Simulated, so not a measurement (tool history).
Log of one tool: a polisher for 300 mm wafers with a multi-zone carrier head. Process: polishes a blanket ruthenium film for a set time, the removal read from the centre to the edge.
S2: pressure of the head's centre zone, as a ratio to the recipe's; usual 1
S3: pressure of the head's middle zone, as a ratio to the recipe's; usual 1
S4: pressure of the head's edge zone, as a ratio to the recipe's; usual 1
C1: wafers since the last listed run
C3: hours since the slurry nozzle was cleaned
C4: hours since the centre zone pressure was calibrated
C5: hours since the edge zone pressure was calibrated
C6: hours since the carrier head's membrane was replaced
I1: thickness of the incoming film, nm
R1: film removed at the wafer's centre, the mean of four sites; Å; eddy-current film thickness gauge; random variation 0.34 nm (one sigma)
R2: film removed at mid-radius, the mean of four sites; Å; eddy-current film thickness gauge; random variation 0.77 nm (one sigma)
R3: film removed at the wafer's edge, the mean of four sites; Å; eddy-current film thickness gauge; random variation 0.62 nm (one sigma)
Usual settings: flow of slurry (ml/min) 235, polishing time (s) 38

run 1 day=0 | flow_of_slurry_(ml/min)=290 S2=1 S3=1 S4=1 polishing_time_(s)=38 | C1=0 wafers_polished_on_this_pad=56 C3=126 C4=366.3 C5=684.9 C6=803.6 | I1=431.4 | R1=562 R2=553 R3=558
run 2 day=0.729 | flow_of_slurry_(ml/min)=235 S2=1 S3=1 S4=1 polishing_time_(s)=38 | C1=255 wafers_polished_on_this_pad=312 C3=143.5 C4=383.8 C5=702.4 C6=821.1 | I1=428.8 | R1=550 R2=523 R3=541
run 3 day=1.175 | flow_of_slurry_(ml/min)=235 S2=1 S3=1 S4=1 polishing_time_(s)=38 | C1=156 wafers_polished_on_this_pad=468 C3=154.2 C4=394.5 C5=713.1 C6=831.8 | I1=434.6 | R1=545 R2=541 R3=543
run 4 day=1.425 | flow_of_slurry_(ml/min)=235 S2=0.94 S3=1 S4=1 polishing_time_(s)=38 | C1=87 wafers_polished_on_this_pad=556 C3=160.2 C4=400.5 C5=719.1 C6=837.8 | I1=428.6 | R1=521 R2=524 R3=544
-- day=2.004 worn pad replaced by a new one
run 5 day=2.025 | flow_of_slurry_(ml/min)=235 S2=0.94 S3=1 S4=1 polishing_time_(s)=38 | C1=151 wafers_polished_on_this_pad=7 C3=174.6 C4=414.9 C5=733.5 C6=852.2 | I1=431.7 | R1=522 R2=526 R3=549
run 6 day=2.533 | flow_of_slurry_(ml/min)=235 S2=1 S3=1 S4=1 polishing_time_(s)=38 | C1=178 wafers_polished_on_this_pad=185 C3=186.8 C4=427.1 C5=745.7 C6=864.4 | I1=426.9 | R1=553 R2=530 R3=561
run 7 day=3.071 | flow_of_slurry_(ml/min)=235 S2=1 S3=1 S4=1 polishing_time_(s)=38 | C1=188 wafers_polished_on_this_pad=373 C3=199.7 C4=440 C5=758.6 C6=877.3 | I1=428.7 | R1=555 R2=523 R3=540
run 8 day=3.538 | flow_of_slurry_(ml/min)=235 S2=1 S3=1 S4=1 polishing_time_(s)=38 | C1=163 wafers_polished_on_this_pad=537 C3=210.9 C4=451.2 C5=769.8 C6=888.5 | I1=429.7 | R1=560 R2=521 R3=560
-- day=3.988 worn pad replaced by a new one
run 9 day=4.008 | flow_of_slurry_(ml/min)=235 S2=1 S3=1 S4=1 polishing_time_(s)=38 | C1=106 wafers_polished_on_this_pad=7 C3=222.2 C4=462.5 C5=781.1 C6=899.8 | I1=435.6 | R1=565 R2=533 R3=549
run 10 day=4.296 | flow_of_slurry_(ml/min)=235 S2=1 S3=1 S4=1 polishing_time_(s)=38 | C1=100 wafers_polished_on_this_pad=108 C3=229.1 C4=469.4 C5=788 C6=906.7 | I1=430.5 | R1=560 R2=518 R3=545
run 11 day=4.546 | flow_of_slurry_(ml/min)=235 S2=1.09 S3=1 S4=1 polishing_time_(s)=38 | C1=87 wafers_polished_on_this_pad=195 C3=235.1 C4=475.4 C5=794 C6=912.7 | I1=422.6 | R1=610 R2=529 R3=553
run 12 day=5.112 | flow_of_slurry_(ml/min)=235 S2=1 S3=1 S4=1 polishing_time_(s)=38 | C1=198 wafers_polished_on_this_pad=394 C3=248.7 C4=489 C5=807.6 C6=926.3 | I1=430.6 | R1=549 R2=521 R3=545
run 13 day=5.817 | flow_of_slurry_(ml/min)=235 S2=0.94 S3=1 S4=1 polishing_time_(s)=38 | C1=246 wafers_polished_on_this_pad=641 C3=265.6 C4=505.9 C5=824.5 C6=943.2 | I1=426.8 | R1=524 R2=529 R3=552
-- day=6.008 centre zone pressure recalibrated
run 14 day=6.212 | flow_of_slurry_(ml/min)=235 S2=1 S3=1 S4=1 polishing_time_(s)=38 | C1=109 wafers_polished_on_this_pad=750 C3=275.1 C4=4.9 C5=834 C6=952.7 | I1=430.1 | R1=522 R2=514 R3=548
-- day=6.429 worn pad replaced by a new one
run 15 day=6.779 | flow_of_slurry_(ml/min)=235 S2=1 S3=1.05 S4=1.04 polishing_time_(s)=38 | C1=140 wafers_polished_on_this_pad=122 C3=288.7 C4=18.5 C5=847.6 C6=966.3 | I1=428.1 | R1=519 R2=546 R3=552
-- day=6.942 edge zone pressure recalibrated
run 16 day=7.25 | flow_of_slurry_(ml/min)=235 S2=0.96 S3=1 S4=1 polishing_time_(s)=48 | C1=135 wafers_polished_on_this_pad=257 C3=300 C4=29.8 C5=7.4 C6=977.6 | I1=428.4 | R1=632 R2=673 R3=686

Forecast run 17:
-- day=7.717 carrier head's membrane replaced by a new one
run 17 day=7.971 | flow_of_slurry_(ml/min)=300 S2=1.04 S3=1.08 S4=0.96 polishing_time_(s)=38 | C1=179 wafers_polished_on_this_pad=437 C3=317.3 C4=47.1 C5=24.7 C6=6.1 | I1=430.3 | R1=? R2=? R3=?

R1: 553 Å
R2: 550 Å
R3: 542 Å
Without the tool's hidden state the same run would have given R1 554 Å, R2 550 Å, R3 542 Å.
